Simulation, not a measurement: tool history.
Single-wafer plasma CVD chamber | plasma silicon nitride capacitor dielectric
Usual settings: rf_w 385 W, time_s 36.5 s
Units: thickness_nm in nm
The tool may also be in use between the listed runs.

run,hour,rf_w,time_s,"read-back reference wafer on the same gauge, thickness_nm",thickness_nm
1,0.0,355,33.6,48.099,44.263
2,44.0,355,33.6,48.098,44.185
3,88.8,385,36.5,48.109,48.729
4,135.5,385,36.5,48.086,48.651
5,178.5,385,36.5,48.110,48.586
# hour 270.1: gauge calibrated
# hour 288.6: showerhead replaced
6,302.3,385,36.5,48.094,48.764
7,369.9,435,38.8,48.151,53.092
8,434.9,385,29.3,48.104,39.046
9,471.0,385,36.5,48.135,48.347
10,537.0,385,36.5,48.071,48.157
# hour 575.7: RF generator calibrated
11,581.2,410,43.8,48.092,59.825
12,653.1,415,39.1,48.026,53.826
13,680.6,385,40.9,48.086,55.131

Run 14 comes next. What will it give?
14,732.8,450,36.5,?,?

Run 14 gave read-back reference wafer on the same gauge, thickness_nm 48.086, thickness_nm 51.002 nm.
Without the tool's hidden state the same run would have given thickness_nm 51.067 nm.

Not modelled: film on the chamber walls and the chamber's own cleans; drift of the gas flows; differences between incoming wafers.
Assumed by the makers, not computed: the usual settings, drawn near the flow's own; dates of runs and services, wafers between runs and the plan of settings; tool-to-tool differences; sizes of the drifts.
